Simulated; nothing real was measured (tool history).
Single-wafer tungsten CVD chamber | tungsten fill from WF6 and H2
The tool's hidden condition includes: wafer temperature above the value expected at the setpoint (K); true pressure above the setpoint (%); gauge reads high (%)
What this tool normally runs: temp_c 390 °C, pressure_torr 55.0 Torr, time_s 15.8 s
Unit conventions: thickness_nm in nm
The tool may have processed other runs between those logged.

| run | hour | temp_c | pressure_torr | time_s | wafers since the last listed run | hours since the last thermocouple change | hours since the last manometer calibration | hours since the showerhead was replaced | hours since the gauge calibration | read-back reference wafer on the same gauge, thickness_nm | thickness_nm |
|---|---|---|---|---|---|---|---|---|---|---|---|
| 1 | 0.0 | 390 | 55.0 | 15.8 | 0 | 104.0 | 422.4 | 2199.4 | 381.5 | 41.105 | 50.408 |
| 2 | 49.5 | 390 | 55.0 | 15.8 | 813 | 153.5 | 471.9 | 2248.9 | 431.0 | 41.019 | 50.473 |
| 3 | 146.0 | 390 | 55.0 | 15.8 | 1585 | 250.0 | 568.4 | 2345.4 | 527.5 | 40.890 | 50.342 |
| 4 | 204.6 | 390 | 55.0 | 15.8 | 962 | 308.6 | 627.0 | 2404.0 | 586.1 | 40.765 | 50.453 |
| 5 | 271.6 | 390 | 55.0 | 15.8 | 1100 | 375.6 | 694.0 | 2471.0 | 653.1 | 40.705 | 50.032 |
|  | 355.4 | gauge calibrated |
| 6 | 366.3 | 390 | 55.0 | 15.8 | 1555 | 470.3 | 788.7 | 2565.7 | 10.9 | 41.436 | 51.024 |
|  | 386.9 | showerhead replaced |
| 7 | 460.5 | 390 | 55.0 | 15.8 | 1416 | 564.5 | 882.9 | 73.6 | 105.1 | 41.305 | 50.815 |
| 8 | 511.8 | 390 | 55.0 | 15.8 | 842 | 615.8 | 934.2 | 124.9 | 156.4 | 41.239 | 50.588 |
| 9 | 595.3 | 405 | 46.5 | 15.8 | 1371 | 699.3 | 1017.7 | 208.4 | 239.9 | 41.160 | 61.520 |
| 10 | 641.2 | 398 | 42.6 | 18.5 | 754 | 745.2 | 1063.6 | 254.3 | 285.8 | 41.010 | 61.026 |
| 11 | 710.8 | 390 | 55.0 | 15.8 | 1143 | 814.8 | 1133.2 | 323.9 | 355.4 | 40.938 | 49.773 |
|  | 749.0 | capacitance manometer re-zeroed and calibrated |
| 12 | 767.5 | 390 | 55.0 | 15.8 | 800 | 871.5 | 18.5 | 380.6 | 412.1 | 40.828 | 49.831 |
| 13 | 813.8 | 390 | 49.5 | 18.0 | 760 | 917.8 | 64.8 | 426.9 | 458.4 | 40.789 | 54.538 |
|  | 945.8 | thermocouple changed; heater temperature recalibrated |
|  | 1001.0 | gauge calibrated |
| 14 | 1114.0 | 378 | 67.0 | 15.8 | 4800 | 168.2 | 365.0 | 727.1 | 113.0 | 41.354 | 43.996 |
| 15 | 1220.3 | 390 | 62.0 | 18.2 | 1746 | 274.5 | 471.3 | 833.4 | 219.3 | 41.212 | 61.267 |
| 16 | 1263.9 | 390 | 55.0 | 15.8 | 716 | 318.1 | 514.9 | 877.0 | 262.9 | 41.103 | 50.551 |

5 options for the next run, each taken on its own from the tool as it stands now. Forecast them:
| A | 1264.3 | 390 | 55.0 | 15.8 | 6 | 318.5 | 515.3 | 877.4 | 263.3 | ? | ? |
| B | 1264.3 | 383 | 45.9 | 15.8 | 6 | 318.5 | 515.3 | 877.4 | 263.3 | ? | ? |
| C | 1264.3 | 390 | 55.0 | 16.9 | 6 | 318.5 | 515.3 | 877.4 | 263.3 | ? | ? |
| D | 1264.3 | 390 | 55.0 | 13.7 | 6 | 318.5 | 515.3 | 877.4 | 263.3 | ? | ? |
| E | 1264.3 | 403 | 41.6 | 15.8 | 6 | 318.5 | 515.3 | 877.4 | 263.3 | ? | ? |

| run | read-back reference wafer on the same gauge, thickness_nm | thickness_nm |
|---|---|---|
| A | 41.126 | 50.382 |
| B | 41.126 | 40.798 |
| C | 41.126 | 53.906 |
| D | 41.126 | 43.659 |
| E | 41.126 | 56.412 |
With no hidden state in the tool, these same runs would have given:
| run | thickness_nm |
|---|---|
| A | 50.882 |
| B | 41.203 |
| C | 54.440 |
| D | 44.092 |
| E | 56.971 |
